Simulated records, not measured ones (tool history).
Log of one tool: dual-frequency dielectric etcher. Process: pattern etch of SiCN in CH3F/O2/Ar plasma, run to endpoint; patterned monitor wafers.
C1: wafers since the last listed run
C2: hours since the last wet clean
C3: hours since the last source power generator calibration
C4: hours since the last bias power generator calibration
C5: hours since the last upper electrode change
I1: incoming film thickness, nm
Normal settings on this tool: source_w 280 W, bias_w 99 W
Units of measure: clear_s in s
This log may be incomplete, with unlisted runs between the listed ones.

{"run": 1, "hour": 0.0, "source_w": 280, "bias_w": 99, "C1": 0, "C2": 502.4, "C3": 1609.5, "C4": 3259, "C5": 4037, "I1": 8.11, "clear_s": 22.4}
{"run": 2, "hour": 40.9, "source_w": 330, "bias_w": 99, "C1": 894, "C2": 543.3, "C3": 1650.4, "C4": 3299.9, "C5": 4077.9, "I1": 8.14, "clear_s": 21.7}
{"run": 3, "hour": 104.4, "source_w": 330, "bias_w": 99, "C1": 1388, "C2": 606.8, "C3": 1713.9, "C4": 3363.4, "C5": 4141.4, "I1": 8.01, "clear_s": 21.3}
{"hour": 157.2, "done": "wet clean of the chamber"}
{"run": 4, "hour": 166.9, "source_w": 280, "bias_w": 104, "C1": 841, "C2": 9.7, "C3": 1776.4, "C4": 3425.9, "C5": 4203.9, "I1": 8.05, "clear_s": 22.3}
{"run": 5, "hour": 198.4, "source_w": 280, "bias_w": 104, "C1": 688, "C2": 41.2, "C3": 1807.9, "C4": 3457.4, "C5": 4235.4, "I1": 8.1, "clear_s": 22.4}
{"run": 6, "hour": 249.0, "source_w": 280, "bias_w": 119, "C1": 1106, "C2": 91.8, "C3": 1858.5, "C4": 3508, "C5": 4286, "I1": 8.06, "clear_s": 21.2}
{"run": 7, "hour": 285.3, "source_w": 280, "bias_w": 119, "C1": 793, "C2": 128.1, "C3": 1894.8, "C4": 3544.3, "C5": 4322.3, "I1": 8.1, "clear_s": 21.2}
{"run": 8, "hour": 313.5, "source_w": 280, "bias_w": 119, "C1": 616, "C2": 156.3, "C3": 1923, "C4": 3572.5, "C5": 4350.5, "I1": 8.16, "clear_s": 21.3}
{"run": 9, "hour": 361.7, "source_w": 280, "bias_w": 99, "C1": 1054, "C2": 204.5, "C3": 1971.2, "C4": 3620.7, "C5": 4398.7, "I1": 8.12, "clear_s": 22.7}
{"run": 10, "hour": 397.3, "source_w": 280, "bias_w": 99, "C1": 778, "C2": 240.1, "C3": 2006.8, "C4": 3656.3, "C5": 4434.3, "I1": 8.19, "clear_s": 22.9}
{"run": 11, "hour": 427.6, "source_w": 280, "bias_w": 93, "C1": 662, "C2": 270.4, "C3": 2037.1, "C4": 3686.6, "C5": 4464.6, "I1": 8.11, "clear_s": 23.3}
{"run": 12, "hour": 470.1, "source_w": 280, "bias_w": 99, "C1": 929, "C2": 312.9, "C3": 2079.6, "C4": 3729.1, "C5": 4507.1, "I1": 8.12, "clear_s": 22.8}
{"hour": 491.2, "done": "bias power generator calibrated"}
{"hour": 518.1, "done": "source power generator calibrated"}
{"run": 13, "hour": 518.6, "source_w": 280, "bias_w": 99, "C1": 885, "C2": 361.4, "C3": 0.5, "C4": 27.4, "C5": 4555.6, "I1": 8.1, "clear_s": 22.7}
{"run": 14, "hour": 574.3, "source_w": 350, "bias_w": 91, "C1": 1218, "C2": 417.1, "C3": 56.2, "C4": 83.1, "C5": 4611.3, "I1": 8.05, "clear_s": 22.1}
{"run": 15, "hour": 608.5, "source_w": 280, "bias_w": 120, "C1": 747, "C2": 451.3, "C3": 90.4, "C4": 117.3, "C5": 4645.5, "I1": 8.11, "clear_s": 20.8}
{"run": 16, "hour": 661.4, "source_w": 350, "bias_w": 91, "C1": 1156, "C2": 504.2, "C3": 143.3, "C4": 170.2, "C5": 4698.4, "I1": 8.09, "clear_s": 22.2}
{"run": 17, "hour": 722.3, "source_w": 260, "bias_w": 118, "C1": 1331, "C2": 565.1, "C3": 204.2, "C4": 231.1, "C5": 4759.3, "I1": 8.09, "clear_s": 21.2}
{"hour": 760.0, "done": "wet clean of the chamber"}
{"hour": 780.0, "done": "upper electrode replaced"}
{"run": 18, "hour": 780.5, "source_w": 280, "bias_w": 99, "C1": 312, "C2": 20.5, "C3": 262.4, "C4": 289.3, "C5": 0.5, "I1": 8.11, "clear_s": 22.8}
{"run": 19, "hour": 806.2, "source_w": 260, "bias_w": 99, "C1": 562, "C2": 46.2, "C3": 288.1, "C4": 315, "C5": 26.2, "I1": 8.07, "clear_s": 23}
{"run": 20, "hour": 832.3, "source_w": 350, "bias_w": 80, "C1": 570, "C2": 72.3, "C3": 314.2, "C4": 341.1, "C5": 52.3, "I1": 8.2, "clear_s": 23.8}
{"run": 21, "hour": 890.9, "source_w": 280, "bias_w": 99, "C1": 1281, "C2": 130.9, "C3": 372.8, "C4": 399.7, "C5": 110.9, "I1": 8.01, "clear_s": 22.5}
{"run": 22, "hour": 961.0, "source_w": 310, "bias_w": 113, "C1": 1533, "C2": 201, "C3": 442.9, "C4": 469.8, "C5": 181, "I1": 8.08, "clear_s": 21}
{"run": 23, "hour": 1028.0, "source_w": 280, "bias_w": 99, "C1": 1465, "C2": 268, "C3": 509.9, "C4": 536.8, "C5": 248, "I1": 8.1, "clear_s": 22.7}
{"run": 24, "hour": 1228.1, "source_w": 280, "bias_w": 99, "C1": 4376, "C2": 468.1, "C3": 710, "C4": 736.9, "C5": 448.1, "I1": 8.15, "clear_s": 22.6}
{"run": 25, "hour": 1260.8, "source_w": 240, "bias_w": 84, "C1": 715, "C2": 500.8, "C3": 742.7, "C4": 769.6, "C5": 480.8, "I1": 8.11, "clear_s": 24.7}
{"run": 26, "hour": 1328.3, "source_w": 300, "bias_w": 82, "C1": 1476, "C2": 568.3, "C3": 810.2, "C4": 837.1, "C5": 548.3, "I1": 8.1, "clear_s": 23.7}

Table of differences, measured result less the result of that run with no hidden state. Run-to-run variation is the same in both. Gauge scatter possibly is not:
Hidden conditions of the tool in this case: etch rate over this chamber's usual, %; source power that arrives over what is set, %; bias power that arrives over what is set, %.
run=1 clear_s=-0.4
run=2 clear_s=-0.4
run=3 clear_s=-0.5
run=4 clear_s=+0.1
run=5 clear_s=+0.1
run=6 clear_s=+0
run=7 clear_s=+0
run=8 clear_s=-0.1
run=9 clear_s=-0.1
run=10 clear_s=-0.1
run=11 clear_s=-0.1
run=12 clear_s=-0.1
run=13 clear_s=-0.2
run=14 clear_s=-0.3
run=15 clear_s=-0.3
run=16 clear_s=-0.3
run=17 clear_s=-0.4
run=18 clear_s=+0
run=19 clear_s=+0
run=20 clear_s=+0
run=21 clear_s=-0.1
run=22 clear_s=-0.1
run=23 clear_s=-0.1
run=24 clear_s=-0.3
run=25 clear_s=-0.4
run=26 clear_s=-0.4
